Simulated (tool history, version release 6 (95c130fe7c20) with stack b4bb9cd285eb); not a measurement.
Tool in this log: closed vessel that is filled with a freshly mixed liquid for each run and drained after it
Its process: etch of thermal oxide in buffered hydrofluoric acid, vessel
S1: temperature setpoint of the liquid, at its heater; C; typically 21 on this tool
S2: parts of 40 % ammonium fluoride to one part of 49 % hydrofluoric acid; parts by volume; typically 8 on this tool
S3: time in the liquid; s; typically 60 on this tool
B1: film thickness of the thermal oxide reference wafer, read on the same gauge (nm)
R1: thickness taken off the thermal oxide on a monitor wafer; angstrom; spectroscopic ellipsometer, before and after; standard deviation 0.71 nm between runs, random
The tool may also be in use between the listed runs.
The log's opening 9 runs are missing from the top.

run 10 day=29.071 | S1=21 S2=8 S3=60 | B1=140.05 | R1=636.6
run 11 day=31.892 | S1=17 S2=8 S3=60 | B1=139.98 | R1=512.3
run 12 day=35.8 | S1=17 S2=9 S3=85 | B1=139.97 | R1=626.4
-- day=36.633 thermometer replaced
-- day=38.775 hydrofluoric acid flow meter replaced
run 13 day=39.612 | S1=21 S2=8 S3=60 | B1=140 | R1=720.8
run 14 day=42.675 | S1=21 S2=8 S3=60 | B1=139.99 | R1=718.5
run 15 day=47.004 | S1=21 S2=8 S3=60 | B1=140.02 | R1=713.9
run 16 day=48.654 | S1=21 S2=8 S3=60 | B1=139.98 | R1=711
run 17 day=54.142 | S1=21 S2=8 S3=60 | B1=139.98 | R1=719.4
run 18 day=58.608 | S1=19.5 S2=10 S3=60 | B1=140.06 | R1=533.8
run 19 day=60.196 | S1=17.5 S2=6.5 S3=60 | B1=139.95 | R1=707.4
run 20 day=63.358 | S1=18 S2=6.5 S3=85 | B1=140.01 | R1=1047.3
run 21 day=64.946 | S1=21 S2=8 S3=50 | B1=140 | R1=589.3
run 22 day=66.688 | S1=24.5 S2=8 S3=90 | B1=139.99 | R1=1284.8
run 23 day=70.529 | S1=21 S2=10 S3=75 | B1=139.99 | R1=726.3
run 24 day=72.096 | S1=19.5 S2=7 S3=30 | B1=139.97 | R1=370.8
-- day=74.912 gauge calibrated
run 25 day=76.333 | S1=25 S2=10.5 S3=70 | B1=139.99 | R1=803.6
run 26 day=83.667 | S1=21 S2=8 S3=60 | B1=139.99 | R1=685.8
run 27 day=87.758 | S1=17.5 S2=11 S3=75 | B1=140.02 | R1=527.9
run 28 day=91.592 | S1=21 S2=5.5 S3=85 | B1=140 | R1=1389.8
run 29 day=93.779 | S1=23.5 S2=8 S3=60 | B1=139.99 | R1=783.2
run 30 day=97.592 | S1=17 S2=5.5 S3=85 | B1=140.01 | R1=1091.2
run 31 day=100.721 | S1=24.5 S2=6 S3=80 | B1=139.99 | R1=1411.8
run 32 day=104.496 | S1=17.5 S2=6 S3=45 | B1=140.06 | R1=546.6
run 33 day=108.704 | S1=21 S2=8 S3=60 | B1=139.94 | R1=673.8
run 34 day=112.067 | S1=23.5 S2=6 S3=60 | B1=139.98 | R1=1003.7

Alternative continuations, all from the tool just after run 34; predict every row:
run A day=112.096 | S1=21 S2=8 S3=60 | B1=? | R1=?
run B day=112.096 | S1=21 S2=8 S3=30 | B1=? | R1=?
run C day=112.096 | S1=17 S2=8 S3=45 | B1=? | R1=?

run=A B1=140.01 R1=676.8
run=B B1=140.01 R1=338.4
run=C B1=140.01 R1=404.2
With the hidden condition removed and each run's random variation left untouched, the same runs would have given:
run=A R1=743.8
run=B R1=371.9
run=C R1=445.3

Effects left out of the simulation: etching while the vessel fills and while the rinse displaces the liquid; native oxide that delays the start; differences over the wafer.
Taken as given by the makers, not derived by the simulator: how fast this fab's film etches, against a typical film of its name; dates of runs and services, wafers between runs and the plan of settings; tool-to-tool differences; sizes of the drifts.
